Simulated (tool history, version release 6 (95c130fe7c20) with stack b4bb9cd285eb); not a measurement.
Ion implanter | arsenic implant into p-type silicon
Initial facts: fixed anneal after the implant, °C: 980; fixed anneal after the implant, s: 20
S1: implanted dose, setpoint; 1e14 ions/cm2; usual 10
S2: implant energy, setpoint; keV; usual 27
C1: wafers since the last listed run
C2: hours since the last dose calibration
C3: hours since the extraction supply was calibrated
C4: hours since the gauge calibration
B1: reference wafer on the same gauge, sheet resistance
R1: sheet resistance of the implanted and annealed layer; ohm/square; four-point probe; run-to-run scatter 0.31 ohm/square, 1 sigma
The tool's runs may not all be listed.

run 1 hour=0 | S1=10 S2=29.5 | C1=0 C2=1018.3 C3=1917.9 C4=234.4 | B1=130.9 | R1=120.73
run 2 hour=75.9 | S1=9.29 S2=27 | C1=2797 C2=1094.2 C3=1993.8 C4=310.3 | B1=131.14 | R1=129.76
run 3 hour=156.9 | S1=10 S2=20 | C1=2985 C2=1175.2 C3=2074.8 C4=391.3 | B1=130.97 | R1=137.83
run 4 hour=222.8 | S1=10 S2=27 | C1=2428 C2=1241.1 C3=2140.7 C4=457.2 | B1=131.06 | R1=124.6
run 5 hour=262.1 | S1=10 S2=27 | C1=1448 C2=1280.4 C3=2180 C4=496.5 | B1=130.93 | R1=124.86
run 6 hour=308.2 | S1=10 S2=27 | C1=1698 C2=1326.5 C3=2226.1 C4=542.6 | B1=130.87 | R1=124.79
run 7 hour=349.5 | S1=10 S2=27 | C1=1521 C2=1367.8 C3=2267.4 C4=583.9 | B1=131.05 | R1=124.53
run 8 hour=416.1 | S1=10 S2=27 | C1=2454 C2=1434.4 C3=2334 C4=650.5 | B1=130.98 | R1=124.43
run 9 hour=474.8 | S1=10 S2=27 | C1=2163 C2=1493.1 C3=2392.7 C4=709.2 | B1=131.04 | R1=125.38
run 10 hour=565.4 | S1=10 S2=27 | C1=3338 C2=1583.7 C3=2483.3 C4=799.8 | B1=130.94 | R1=125.38
run 11 hour=669.1 | S1=10 S2=27 | C1=3821 C2=1687.4 C3=2587 C4=903.5 | B1=130.99 | R1=124.89
run 12 hour=739.7 | S1=10 S2=27 | C1=2601 C2=1758 C3=2657.6 C4=974.1 | B1=130.98 | R1=124.54
-- hour=779.9 Faraday cup replaced and dose calibrated
run 13 hour=821.7 | S1=10 S2=27 | C1=2727 C2=41.8 C3=2739.6 C4=1056.1 | B1=131 | R1=124.08
-- hour=894.3 extraction supply calibrated
run 14 hour=910 | S1=10 S2=27 | C1=2959 C2=130.1 C3=15.7 C4=1144.4 | B1=131.05 | R1=125.18
run 15 hour=964.6 | S1=10 S2=27 | C1=2012 C2=184.7 C3=70.3 C4=1199 | B1=130.99 | R1=124.46
run 16 hour=1028.5 | S1=10 S2=27 | C1=2354 C2=248.6 C3=134.2 C4=1262.9 | B1=131.03 | R1=124.82
run 17 hour=1157.4 | S1=8.55 S2=31 | C1=4750 C2=377.5 C3=263.1 C4=1391.8 | B1=131.07 | R1=131.79
run 18 hour=1258.4 | S1=10 S2=17.5 | C1=3722 C2=478.5 C3=364.1 C4=1492.8 | B1=131.03 | R1=142.78
run 19 hour=1361.3 | S1=10 S2=29.5 | C1=3792 C2=581.4 C3=467 C4=1595.7 | B1=131.08 | R1=120.82
-- hour=1387.6 gauge calibrated
run 20 hour=1434.6 | S1=10 S2=27 | C1=2701 C2=654.7 C3=540.3 C4=47 | B1=130.99 | R1=124.89
run 21 hour=1517.7 | S1=10 S2=27 | C1=3062 C2=737.8 C3=623.4 C4=130.1 | B1=131.08 | R1=124.35
run 22 hour=1566.5 | S1=7.33 S2=23.5 | C1=1798 C2=786.6 C3=672.2 C4=178.9 | B1=131.01 | R1=154.76
run 23 hour=1624 | S1=8.31 S2=22.5 | C1=2118 C2=844.1 C3=729.7 C4=236.4 | B1=131.01 | R1=144.95
run 24 hour=1684.7 | S1=12.46 S2=17.5 | C1=2236 C2=904.8 C3=790.4 C4=297.1 | B1=130.92 | R1=132.61
run 25 hour=1731.7 | S1=12.92 S2=35.5 | C1=1732 C2=951.8 C3=837.4 C4=344.1 | B1=130.99 | R1=99.98
run 26 hour=1776.8 | S1=11.69 S2=35 | C1=1662 C2=996.9 C3=882.5 C4=389.2 | B1=130.94 | R1=105.81
run 27 hour=1840.7 | S1=8.05 S2=36 | C1=2354 C2=1060.8 C3=946.4 C4=453.1 | B1=131.02 | R1=131.68
run 28 hour=1914.5 | S1=12.47 S2=36 | C1=2719 C2=1134.6 C3=1020.2 C4=526.9 | B1=131.02 | R1=101.71
run 29 hour=1994.2 | S1=11.1 S2=17.5 | C1=2937 C2=1214.3 C3=1099.9 C4=606.6 | B1=131.06 | R1=138.06
run 30 hour=2054.8 | S1=8.55 S2=23.5 | C1=2233 C2=1274.9 C3=1160.5 C4=667.2 | B1=130.98 | R1=142.38
run 31 hour=2181.3 | S1=8.49 S2=19 | C1=4661 C2=1401.4 C3=1287 C4=793.7 | B1=131.04 | R1=150.12
run 32 hour=2260.5 | S1=10 S2=29.5 | C1=2918 C2=1480.6 C3=1366.2 C4=872.9 | B1=131.02 | R1=120.78
run 33 hour=2351.5 | S1=7.64 S2=23 | C1=3353 C2=1571.6 C3=1457.2 C4=963.9 | B1=130.99 | R1=152.17
run 34 hour=2445 | S1=10 S2=27 | C1=3445 C2=1665.1 C3=1550.7 C4=1057.4 | B1=131.04 | R1=124.43
run 35 hour=2509.9 | S1=7.35 S2=23 | C1=2391 C2=1730 C3=1615.6 C4=1122.3 | B1=130.99 | R1=155.71
run 36 hour=2546.5 | S1=10 S2=27 | C1=1348 C2=1766.6 C3=1652.2 C4=1158.9 | B1=131 | R1=124.9
run 37 hour=2592.7 | S1=11.34 S2=20 | C1=1702 C2=1812.8 C3=1698.4 C4=1205.1 | B1=130.99 | R1=131.6

Take each entry between the runs: how does the hidden state at the last listed run before it differ from the hidden state at the first listed run after it?
After run 12, before run 13: Faraday cup replaced and dose calibrated (hour 779.9)
  no hidden state differs between the two runs
After run 13, before run 14: extraction supply calibrated (hour 894.3)
  no hidden state differs between the two runs
After run 19, before run 20: gauge calibrated (hour 1387.6)
  no hidden state differs between the two runs
